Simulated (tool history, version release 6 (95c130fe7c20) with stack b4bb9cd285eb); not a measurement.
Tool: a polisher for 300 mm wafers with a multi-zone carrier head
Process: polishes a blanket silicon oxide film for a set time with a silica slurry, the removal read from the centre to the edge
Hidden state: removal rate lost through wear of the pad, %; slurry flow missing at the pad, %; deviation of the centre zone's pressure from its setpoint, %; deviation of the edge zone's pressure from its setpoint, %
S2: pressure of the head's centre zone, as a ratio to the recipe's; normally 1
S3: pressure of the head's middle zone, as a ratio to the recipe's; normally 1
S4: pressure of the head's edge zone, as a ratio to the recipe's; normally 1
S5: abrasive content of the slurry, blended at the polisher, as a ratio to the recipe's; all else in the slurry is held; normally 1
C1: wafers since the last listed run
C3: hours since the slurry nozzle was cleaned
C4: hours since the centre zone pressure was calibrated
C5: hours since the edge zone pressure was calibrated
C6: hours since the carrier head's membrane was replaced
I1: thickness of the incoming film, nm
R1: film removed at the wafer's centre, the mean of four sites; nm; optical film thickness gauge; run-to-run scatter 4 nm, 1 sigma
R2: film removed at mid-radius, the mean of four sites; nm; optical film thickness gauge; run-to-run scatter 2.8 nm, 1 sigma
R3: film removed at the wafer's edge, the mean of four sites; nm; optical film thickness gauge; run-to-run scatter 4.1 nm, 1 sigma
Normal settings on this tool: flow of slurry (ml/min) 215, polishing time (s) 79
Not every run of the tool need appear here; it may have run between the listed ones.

run 1 hour=0 | flow_of_slurry_(ml/min)=215 S2=1 S3=1 S4=1 S5=1 polishing_time_(s)=79 | C1=0 wafers_polished_on_this_pad=355 C3=456.8 C4=948.2 C5=184.7 C6=336.8 | I1=771.2 | R1=274.3 R2=272.7 R3=277.5
run 2 hour=16 | flow_of_slurry_(ml/min)=215 S2=1.06 S3=1 S4=1 S5=0.85 polishing_time_(s)=79 | C1=100 wafers_polished_on_this_pad=456 C3=472.8 C4=964.2 C5=200.7 C6=352.8 | I1=763.3 | R1=270.5 R2=249 R3=255.3
run 3 hour=26.8 | flow_of_slurry_(ml/min)=215 S2=1.06 S3=1 S4=1 S5=0.85 polishing_time_(s)=79 | C1=67 wafers_polished_on_this_pad=523 C3=483.6 C4=975 C5=211.5 C6=363.6 | I1=772.6 | R1=263.2 R2=246.5 R3=256.4
run 4 hour=43.1 | flow_of_slurry_(ml/min)=215 S2=1.06 S3=1 S4=1 S5=0.85 polishing_time_(s)=79 | C1=102 wafers_polished_on_this_pad=626 C3=499.9 C4=991.3 C5=227.8 C6=379.9 | I1=766.3 | R1=266.5 R2=244.7 R3=259.6
run 5 hour=57.2 | flow_of_slurry_(ml/min)=215 S2=1 S3=1 S4=1 S5=1 polishing_time_(s)=79 | C1=88 wafers_polished_on_this_pad=714 C3=514 C4=1005.4 C5=241.9 C6=394 | I1=755.9 | R1=267.1 R2=259.2 R3=278.4
run 6 hour=69.3 | flow_of_slurry_(ml/min)=215 S2=1 S3=1 S4=1 S5=1 polishing_time_(s)=79 | C1=75 wafers_polished_on_this_pad=790 C3=526.1 C4=1017.5 C5=254 C6=406.1 | I1=762.8 | R1=257.6 R2=259.9 R3=270.9
run 7 hour=82.1 | flow_of_slurry_(ml/min)=215 S2=1 S3=1 S4=1.04 S5=1 polishing_time_(s)=79 | C1=80 wafers_polished_on_this_pad=870 C3=538.9 C4=1030.3 C5=266.8 C6=418.9 | I1=769.8 | R1=259.6 R2=259.7 R3=271.9
run 8 hour=97.1 | flow_of_slurry_(ml/min)=215 S2=1.1 S3=1 S4=1.06 S5=1 polishing_time_(s)=79 | C1=94 wafers_polished_on_this_pad=964 C3=553.9 C4=1045.3 C5=281.8 C6=433.9 | I1=766 | R1=289.1 R2=257.6 R3=276.4
run 9 hour=105.1 | flow_of_slurry_(ml/min)=215 S2=1.1 S3=1 S4=1.06 S5=1 polishing_time_(s)=79 | C1=50 wafers_polished_on_this_pad=1014 C3=561.9 C4=1053.3 C5=289.8 C6=441.9 | I1=771.8 | R1=281 R2=259.6 R3=279.9
-- hour=114.5 worn pad replaced by a new one
run 10 hour=117.9 | flow_of_slurry_(ml/min)=215 S2=1 S3=1 S4=0.97 S5=1 polishing_time_(s)=79 | C1=55 wafers_polished_on_this_pad=21 C3=574.7 C4=1066.1 C5=302.6 C6=454.7 | I1=748.3 | R1=267.3 R2=268.2 R3=276.2
-- hour=120.2 centre zone pressure recalibrated
-- hour=130.6 slurry nozzle cleaned
run 11 hour=133.1 | flow_of_slurry_(ml/min)=215 S2=1 S3=1 S4=0.97 S5=1 polishing_time_(s)=79 | C1=76 wafers_polished_on_this_pad=97 C3=2.5 C4=12.9 C5=317.8 C6=469.9 | I1=768.6 | R1=311.6 R2=309.4 R3=302.1
run 12 hour=150.9 | flow_of_slurry_(ml/min)=215 S2=1 S3=0.88 S4=0.93 S5=1 polishing_time_(s)=79 | C1=111 wafers_polished_on_this_pad=209 C3=20.3 C4=30.7 C5=335.6 C6=487.7 | I1=762.2 | R1=307.7 R2=269.6 R3=300.1
run 13 hour=162.4 | flow_of_slurry_(ml/min)=215 S2=1 S3=1 S4=1.12 S5=1.25 polishing_time_(s)=79 | C1=72 wafers_polished_on_this_pad=281 C3=31.8 C4=42.2 C5=347.1 C6=499.2 | I1=745.6 | R1=328.7 R2=331 R3=344.4
run 14 hour=172.2 | flow_of_slurry_(ml/min)=215 S2=1 S3=1 S4=1 S5=1 polishing_time_(s)=79 | C1=61 wafers_polished_on_this_pad=342 C3=41.6 C4=52 C5=356.9 C6=509 | I1=747.2 | R1=307.2 R2=296.5 R3=299.9
-- hour=187 carrier head's membrane replaced by a new one
run 15 hour=187.5 | flow_of_slurry_(ml/min)=215 S2=1 S3=1 S4=1 S5=1 polishing_time_(s)=56 | C1=64 wafers_polished_on_this_pad=407 C3=56.9 C4=67.3 C5=372.2 C6=0.5 | I1=771.6 | R1=217.4 R2=213.4 R3=212.5
run 16 hour=196 | flow_of_slurry_(ml/min)=215 S2=1 S3=1.06 S4=1.12 S5=1 polishing_time_(s)=79 | C1=53 wafers_polished_on_this_pad=460 C3=65.4 C4=75.8 C5=380.7 C6=9 | I1=753 | R1=307.9 R2=315.2 R3=312.5
-- hour=214 edge zone pressure recalibrated
run 17 hour=214.5 | flow_of_slurry_(ml/min)=195 S2=1 S3=1 S4=1 S5=1 polishing_time_(s)=79 | C1=103 wafers_polished_on_this_pad=564 C3=83.9 C4=94.3 C5=0.5 C6=27.5 | I1=763.5 | R1=296.8 R2=288.2 R3=290.3
run 18 hour=224.5 | flow_of_slurry_(ml/min)=215 S2=1 S3=1 S4=1 S5=1 polishing_time_(s)=79 | C1=62 wafers_polished_on_this_pad=626 C3=93.9 C4=104.3 C5=10.5 C6=37.5 | I1=752.3 | R1=300.6 R2=291.3 R3=301.2
run 19 hour=234.5 | flow_of_slurry_(ml/min)=215 S2=0.96 S3=1 S4=1.07 S5=1 polishing_time_(s)=79 | C1=62 wafers_polished_on_this_pad=689 C3=103.9 C4=114.3 C5=20.5 C6=47.5 | I1=743.7 | R1=285.8 R2=296.3 R3=306.1
run 20 hour=241 | flow_of_slurry_(ml/min)=145 S2=1 S3=1 S4=1 S5=1 polishing_time_(s)=79 | C1=40 wafers_polished_on_this_pad=730 C3=110.4 C4=120.8 C5=27 C6=54 | I1=752.4 | R1=269.8 R2=268.1 R3=277.4
run 21 hour=255.5 | flow_of_slurry_(ml/min)=235 S2=1 S3=1 S4=1 S5=1 polishing_time_(s)=79 | C1=90 wafers_polished_on_this_pad=821 C3=124.9 C4=135.3 C5=41.5 C6=68.5 | I1=773.1 | R1=309.9 R2=296.6 R3=298
run 22 hour=266.7 | flow_of_slurry_(ml/min)=270 S2=1 S3=1.09 S4=1 S5=1 polishing_time_(s)=79 | C1=70 wafers_polished_on_this_pad=891 C3=136.1 C4=146.5 C5=52.7 C6=79.7 | I1=768 | R1=297.2 R2=323.4 R3=294.4
-- hour=281.9 worn pad replaced by a new one
run 23 hour=285.8 | flow_of_slurry_(ml/min)=170 S2=1.07 S3=0.88 S4=1 S5=1 polishing_time_(s)=79 | C1=94 wafers_polished_on_this_pad=24 C3=155.2 C4=165.6 C5=71.8 C6=98.8 | I1=769 | R1=316.7 R2=256.4 R3=294.8

Exercise: give the hidden state of the tool at every run:
deviation of the centre zone's pressure from its setpoint, %: 0 at every run
deviation of the edge zone's pressure from its setpoint, %: 0 at every run
H1: removal rate lost through wear of the pad, %
H2: slurry flow missing at the pad, %
run=1 H1=2.94 H2=37.1
run=2 H1=3.42 H2=38.3
run=3 H1=3.74 H2=39.1
run=4 H1=4.23 H2=40.4
run=5 H1=4.65 H2=41.4
run=6 H1=5.01 H2=42.3
run=7 H1=5.4 H2=43.3
run=8 H1=5.85 H2=44.5
run=9 H1=6.08 H2=45.1
run=10 H1=0.647 H2=46
run=11 H1=1.1 H2=0.676
run=12 H1=1.63 H2=2.03
run=13 H1=1.98 H2=2.91
run=14 H1=2.27 H2=3.65
run=15 H1=2.73 H2=4.82
run=16 H1=2.98 H2=5.46
run=17 H1=3.53 H2=6.87
run=18 H1=3.83 H2=7.63
run=19 H1=4.13 H2=8.39
run=20 H1=4.33 H2=8.89
run=21 H1=4.76 H2=9.99
run=22 H1=5.09 H2=10.8
run=23 H1=0.842 H2=12.3
